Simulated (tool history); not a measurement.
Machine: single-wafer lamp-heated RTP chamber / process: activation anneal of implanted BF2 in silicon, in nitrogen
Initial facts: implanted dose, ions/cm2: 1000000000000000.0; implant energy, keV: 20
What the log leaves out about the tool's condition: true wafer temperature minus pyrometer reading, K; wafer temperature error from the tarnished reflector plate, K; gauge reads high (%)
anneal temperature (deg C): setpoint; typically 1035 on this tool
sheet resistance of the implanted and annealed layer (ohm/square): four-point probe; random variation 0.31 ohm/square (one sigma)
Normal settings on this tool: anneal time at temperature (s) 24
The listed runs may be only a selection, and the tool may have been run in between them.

| run | hour | anneal temperature (deg C) | anneal time at temperature (s) | wafers since the last listed run | wafers since the last pyrometer calibration | wafers since the reflector plate was cleaned | hours since the gauge calibration | read-back reference wafer on the same gauge, sheet resistance | sheet resistance of the implanted and annealed layer (ohm/square) |
|---|---|---|---|---|---|---|---|---|---|
| 1 | 0.0 | 1035 | 24 | 0 | 3037 | 3810 | 272.4 | 117.62 | 146.51 |
|  | 32.3 | pyrometer window cleaned and pyrometer calibrated |
| 2 | 32.8 | 1056 | 24 | 447 | 9 | 4258 | 305.2 | 117.66 | 135.09 |
| 3 | 63.6 | 1019 | 24 | 555 | 565 | 4813 | 336.0 | 117.77 | 158.29 |
| 4 | 97.2 | 1035 | 31 | 606 | 1171 | 5419 | 369.6 | 117.82 | 142.64 |
| 5 | 113.5 | 1053 | 24 | 293 | 1465 | 5713 | 385.9 | 117.88 | 136.95 |
| 6 | 140.0 | 1053 | 24 | 477 | 1943 | 6191 | 412.4 | 117.90 | 137.19 |
| 7 | 165.0 | 1035 | 24 | 450 | 2394 | 6642 | 437.4 | 117.98 | 147.20 |
| 8 | 184.0 | 1035 | 24 | 342 | 2736 | 6985 | 456.4 | 118.02 | 147.02 |
| 9 | 196.6 | 1035 | 24 | 227 | 2963 | 7212 | 469.0 | 118.09 | 146.63 |
| 10 | 220.9 | 1054 | 24 | 438 | 3402 | 7650 | 493.3 | 118.11 | 136.72 |
|  | 235.4 | gauge calibrated |
|  | 240.2 | reflector plate cleaned |
| 11 | 243.6 | 1054 | 24 | 265 | 3667 | 60 | 8.2 | 117.05 | 134.93 |
|  | 254.4 | pyrometer window cleaned and pyrometer calibrated |
| 12 | 274.0 | 1054 | 24 | 404 | 352 | 464 | 38.6 | 117.11 | 135.46 |
| 13 | 305.3 | 1035 | 18 | 564 | 917 | 1029 | 69.9 | 117.16 | 151.53 |
| 14 | 331.5 | 1024 | 16 | 472 | 1390 | 1502 | 96.1 | 117.23 | 162.32 |
| 15 | 363.6 | 1058 | 34 | 578 | 1969 | 2081 | 128.2 | 117.30 | 128.20 |
| 16 | 382.3 | 1060 | 24 | 337 | 2306 | 2418 | 146.9 | 117.34 | 132.15 |
| 17 | 408.3 | 1016 | 32 | 468 | 2775 | 2887 | 172.9 | 117.44 | 153.60 |

Forecast run 18:
| 18 | 438.8 | 1043 | 24 | 550 | 3325 | 3437 | 203.4 | ? | ? |

Run 18 came out at read-back reference wafer on the same gauge, sheet resistance 117.49, sheet resistance of the implanted and annealed layer (ohm/square) 142.06.
The same run, on a tool lacking any hidden state, would have yielded sheet resistance of the implanted and annealed layer (ohm/square) 141.49.
